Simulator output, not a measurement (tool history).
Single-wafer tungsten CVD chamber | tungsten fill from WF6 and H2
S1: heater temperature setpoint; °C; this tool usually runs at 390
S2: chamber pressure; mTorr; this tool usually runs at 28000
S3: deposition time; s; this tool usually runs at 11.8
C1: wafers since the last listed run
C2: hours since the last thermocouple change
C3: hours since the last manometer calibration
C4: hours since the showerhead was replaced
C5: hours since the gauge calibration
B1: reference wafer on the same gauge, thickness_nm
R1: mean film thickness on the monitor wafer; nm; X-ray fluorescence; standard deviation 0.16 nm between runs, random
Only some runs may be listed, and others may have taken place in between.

run 1 hour=0.0 | S1=390 S2=28000 S3=11.8 | C1=0 C2=1197.2 C3=969.2 C4=5736.0 C5=488.6 | B1=29.946 | R1=26.622
run 2 hour=22.5 | S1=390 S2=28000 S3=11.8 | C1=747 C2=1219.7 C3=991.7 C4=5758.5 C5=511.1 | B1=29.968 | R1=26.692
run 3 hour=47.1 | S1=390 S2=23500 S3=11.8 | C1=817 C2=1244.3 C3=1016.3 C4=5783.1 C5=535.7 | B1=29.976 | R1=24.356
run 4 hour=70.7 | S1=390 S2=28000 S3=11.8 | C1=784 C2=1267.9 C3=1039.9 C4=5806.7 C5=559.3 | B1=29.976 | R1=26.617
run 5 hour=96.5 | S1=390 S2=28000 S3=11.8 | C1=857 C2=1293.7 C3=1065.7 C4=5832.5 C5=585.1 | B1=30.002 | R1=26.436
run 6 hour=108.7 | S1=390 S2=24300 S3=10.5 | C1=405 C2=1305.9 C3=1077.9 C4=5844.7 C5=597.3 | B1=29.989 | R1=22.085
run 7 hour=132.0 | S1=390 S2=24300 S3=10.5 | C1=774 C2=1329.2 C3=1101.2 C4=5868.0 C5=620.6 | B1=30.007 | R1=21.958
run 8 hour=145.9 | S1=381 S2=28000 S3=11.8 | C1=462 C2=1343.1 C3=1115.1 C4=5881.9 C5=634.5 | B1=29.926 | R1=22.756
run 9 hour=166.0 | S1=381 S2=28000 S3=11.8 | C1=668 C2=1363.2 C3=1135.2 C4=5902.0 C5=654.6 | B1=30.020 | R1=22.716
run 10 hour=187.3 | S1=390 S2=25000 S3=11.8 | C1=708 C2=1384.5 C3=1156.5 C4=5923.3 C5=675.9 | B1=30.006 | R1=24.831
run 11 hour=200.6 | S1=390 S2=25000 S3=11.8 | C1=442 C2=1397.8 C3=1169.8 C4=5936.6 C5=689.2 | B1=30.037 | R1=25.252
run 12 hour=213.8 | S1=390 S2=25000 S3=11.8 | C1=438 C2=1411.0 C3=1183.0 C4=5949.8 C5=702.4 | B1=29.970 | R1=25.135
-- hour=222.7 gauge calibrated
run 13 hour=230.8 | S1=390 S2=28000 S3=12.8 | C1=565 C2=1428.0 C3=1200.0 C4=5966.8 C5=8.1 | B1=30.011 | R1=28.653
run 14 hour=262.5 | S1=390 S2=28000 S3=12.8 | C1=1053 C2=1459.7 C3=1231.7 C4=5998.5 C5=39.8 | B1=29.976 | R1=28.795
-- hour=294.8 thermocouple changed; heater temperature recalibrated
run 15 hour=296.7 | S1=390 S2=28000 S3=11.8 | C1=870 C2=1.9 C3=1265.9 C4=6032.7 C5=74.0 | B1=30.043 | R1=26.422
run 16 hour=311.4 | S1=380 S2=28000 S3=11.1 | C1=488 C2=16.6 C3=1280.6 C4=6047.4 C5=88.7 | B1=29.975 | R1=20.665
-- hour=326.8 capacitance manometer re-zeroed and calibrated
run 17 hour=345.8 | S1=390 S2=32900 S3=11.8 | C1=877 C2=51.0 C3=19.0 C4=6081.8 C5=123.1 | B1=30.067 | R1=29.937
run 18 hour=363.8 | S1=390 S2=28000 S3=11.8 | C1=598 C2=69.0 C3=37.0 C4=6099.8 C5=141.1 | B1=29.986 | R1=27.542
run 19 hour=446.5 | S1=396 S2=31400 S3=9.7 | C1=2749 C2=151.7 C3=119.7 C4=6182.5 C5=223.8 | B1=29.967 | R1=26.267
run 20 hour=461.6 | S1=390 S2=28000 S3=11.8 | C1=501 C2=166.8 C3=134.8 C4=6197.6 C5=238.9 | B1=29.932 | R1=27.267
run 21 hour=474.2 | S1=384 S2=29900 S3=11.0 | C1=418 C2=179.4 C3=147.4 C4=6210.2 C5=251.5 | B1=29.991 | R1=23.828
run 22 hour=503.9 | S1=390 S2=22300 S3=9.5 | C1=987 C2=209.1 C3=177.1 C4=6239.9 C5=281.2 | B1=29.985 | R1=19.728
run 23 hour=518.6 | S1=390 S2=28000 S3=11.8 | C1=488 C2=223.8 C3=191.8 C4=6254.6 C5=295.9 | B1=30.019 | R1=27.375
-- hour=527.3 showerhead replaced, of another model than before
run 24 hour=547.5 | S1=398 S2=24000 S3=13.1 | C1=694 C2=252.7 C3=220.7 C4=20.2 C5=324.8 | B1=30.015 | R1=30.704
run 25 hour=582.3 | S1=378 S2=30900 S3=11.8 | C1=1156 C2=287.5 C3=255.5 C4=55.0 C5=359.6 | B1=29.996 | R1=23.600
run 26 hour=601.1 | S1=390 S2=28000 S3=12.6 | C1=624 C2=306.3 C3=274.3 C4=73.8 C5=378.4 | B1=29.973 | R1=29.195
run 27 hour=634.2 | S1=390 S2=28000 S3=11.8 | C1=1100 C2=339.4 C3=307.4 C4=106.9 C5=411.5 | B1=29.985 | R1=26.808
run 28 hour=653.8 | S1=381 S2=28000 S3=10.9 | C1=651 C2=359.0 C3=327.0 C4=126.5 C5=431.1 | B1=30.047 | R1=21.035
run 29 hour=686.4 | S1=390 S2=28000 S3=10.9 | C1=1083 C2=391.6 C3=359.6 C4=159.1 C5=463.7 | B1=29.994 | R1=24.656
run 30 hour=709.9 | S1=390 S2=28000 S3=13.6 | C1=781 C2=415.1 C3=383.1 C4=182.6 C5=487.2 | B1=29.961 | R1=30.859

Below, some changes in R1 between adjacent runs. For each, the amount present without the hidden state too (settings, incoming material, random variation) and the amount remaining for the hidden state with gauge scatter not shared by both compared results:
Unlogged tool condition in this case: wafer temperature above the value expected at the setpoint (K); true pressure above the setpoint (%); gauge reads high (%).
Run 15 -> 16: S1 390 -> 380, S3 11.8 -> 11.1. R1 -5.757 nm: hidden state +0.260, all else -6.017.
Run 16 -> 17: S1 380 -> 390, S2 28000 -> 32900, S3 11.1 -> 11.8, capacitance manometer re-zeroed and calibrated. R1 +9.272 nm: hidden state +0.931, all else +8.341.
Run 22 -> 23: S2 22300 -> 28000, S3 9.5 -> 11.8. R1 +7.647 nm: hidden state -0.106, all else +7.753.
Run 23 -> 24: S1 390 -> 398, S2 28000 -> 24000, S3 11.8 -> 13.1, showerhead replaced, of another model than before. R1 +3.329 nm: hidden state -0.279, all else +3.608.
Run 24 -> 25: S1 398 -> 378, S2 24000 -> 30900, S3 13.1 -> 11.8. R1 -7.104 nm: hidden state +0.091, all else -7.195.
